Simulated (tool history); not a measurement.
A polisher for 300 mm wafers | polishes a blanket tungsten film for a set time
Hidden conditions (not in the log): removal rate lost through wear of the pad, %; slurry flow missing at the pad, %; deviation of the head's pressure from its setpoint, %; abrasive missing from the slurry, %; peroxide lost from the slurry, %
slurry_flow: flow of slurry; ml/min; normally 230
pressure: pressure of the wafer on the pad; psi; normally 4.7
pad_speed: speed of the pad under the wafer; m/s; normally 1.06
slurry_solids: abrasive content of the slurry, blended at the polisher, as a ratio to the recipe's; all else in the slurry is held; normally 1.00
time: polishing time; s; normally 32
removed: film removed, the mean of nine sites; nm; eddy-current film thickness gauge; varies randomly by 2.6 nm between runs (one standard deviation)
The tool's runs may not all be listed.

run	day	slurry_flow	pressure	pad_speed	slurry_solids	time	wafers since the last listed run	wafers polished on this pad	hours since the slurry nozzle was cleaned	hours since the head pressure was calibrated	hours since the slurry blender was calibrated	hours since the slurry got fresh peroxide	incoming thickness of the incoming film, nm	removed
1	0.000	230	4.7	1.06	0.90	32	0	410	298.1	119.5	160.7	149.0	1438.9	178.8
2	2.596	230	4.7	1.06	1.00	32	489	899	360.4	181.8	223.0	211.3	1448.0	188.2
3	4.875	230	4.7	1.06	1.00	32	430	1330	415.1	236.5	277.7	266.0	1458.7	182.4
# day 5.562: slurry tank refilled with fresh slurry and peroxide
# day 6.733: slurry blender recalibrated
4	7.612	230	4.7	1.06	1.00	32	493	1823	480.8	302.2	21.1	49.2	1452.9	199.7
# day 8.288: worn pad replaced by a new one
5	11.879	230	4.7	1.06	1.00	32	773	678	583.2	404.6	123.5	151.6	1432.6	189.0
6	14.225	280	4.7	1.26	1.00	32	442	1120	639.5	460.9	179.8	207.9	1424.3	232.1
# day 16.662: slurry tank refilled with fresh slurry and peroxide
# day 20.629: worn pad replaced by a new one
# day 21.667: slurry blender recalibrated
7	22.325	280	4.7	1.26	1.00	32	1473	303	833.9	655.3	15.8	135.9	1434.6	253.0
8	24.342	230	4.7	1.06	0.80	32	380	684	882.3	703.7	64.2	184.3	1482.9	192.2
# day 25.788: slurry nozzle cleaned
# day 27.050: slurry tank refilled with fresh slurry and peroxide
9	30.138	230	4.7	1.06	0.80	32	1078	1762	104.4	842.8	203.3	74.1	1436.5	189.0
# day 31.650: worn pad replaced by a new one
10	31.975	230	4.7	1.06	0.80	32	315	61	148.5	886.9	247.4	118.2	1453.1	193.4
# day 32.454: head pressure recalibrated
11	33.067	230	4.7	1.06	1.20	35	190	252	174.7	14.7	273.6	144.4	1439.3	192.5
# day 34.112: slurry blender recalibrated
12	34.596	230	4.7	1.06	1.20	35	272	524	211.4	51.4	11.6	181.1	1452.8	207.2
13	35.758	260	4.7	1.06	1.00	32	219	744	239.3	79.3	39.5	209.0	1443.6	185.4
14	38.462	230	4.7	1.06	1.00	25	510	1254	304.2	144.2	104.4	273.9	1442.6	137.1
# day 38.550: slurry tank refilled with fresh slurry and peroxide
15	40.838	230	4.7	1.06	1.00	32	440	1694	361.2	201.2	161.4	54.9	1445.4	175.1
16	42.062	290	4.7	1.06	1.00	32	231	1926	390.6	230.6	190.8	84.3	1443.2	181.5
17	43.142	230	3.4	1.06	0.70	32	203	2129	416.5	256.5	216.7	110.2	1472.8	117.1
# day 43.983: worn pad replaced by a new one
18	44.321	150	3.6	0.74	0.90	32	191	63	444.8	284.8	245.0	138.5	1444.0	86.5
19	46.379	230	4.7	1.06	1.00	32	388	452	494.2	334.2	294.4	187.9	1444.0	176.1
# day 47.412: slurry blender recalibrated
20	47.683	230	6.3	1.06	1.10	39	230	682	525.5	365.5	6.5	219.2	1423.7	321.1
# day 48.279: slurry tank refilled with fresh slurry and peroxide
21	48.929	230	4.7	1.06	1.00	32	227	910	555.4	395.4	36.4	15.6	1458.5	187.4
22	50.179	170	4.7	1.06	1.20	32	235	1145	585.4	425.4	66.4	45.6	1459.5	186.3
23	51.629	230	4.7	1.06	1.00	32	273	1419	620.2	460.2	101.2	80.4	1428.0	181.6
24	54.083	230	4.7	1.06	1.00	32	463	1882	679.1	519.1	160.1	139.3	1451.0	181.6

5 ways to go on from here, each from the tool as it stands after run 24. What would each give?
A	54.100	230	4.7	1.06	1.25	32	3	1885	679.5	519.5	160.5	139.7	1451.1	?
B	54.100	230	4.2	1.06	1.00	29	3	1885	679.5	519.5	160.5	139.7	1451.1	?
C	54.100	295	4.7	0.86	1.25	32	3	1885	679.5	519.5	160.5	139.7	1451.1	?
D	54.100	230	4.7	0.94	1.10	32	3	1885	679.5	519.5	160.5	139.7	1451.1	?
E	54.100	230	3.3	1.06	1.00	32	3	1885	679.5	519.5	160.5	139.7	1451.1	?

run	removed
A	191.6
B	147.7
C	161.6
D	166.2
E	128.0
With no hidden state in the tool, these same runs would have given:
run	removed
A	198.1
B	152.3
C	167.0
D	171.6
E	132.1

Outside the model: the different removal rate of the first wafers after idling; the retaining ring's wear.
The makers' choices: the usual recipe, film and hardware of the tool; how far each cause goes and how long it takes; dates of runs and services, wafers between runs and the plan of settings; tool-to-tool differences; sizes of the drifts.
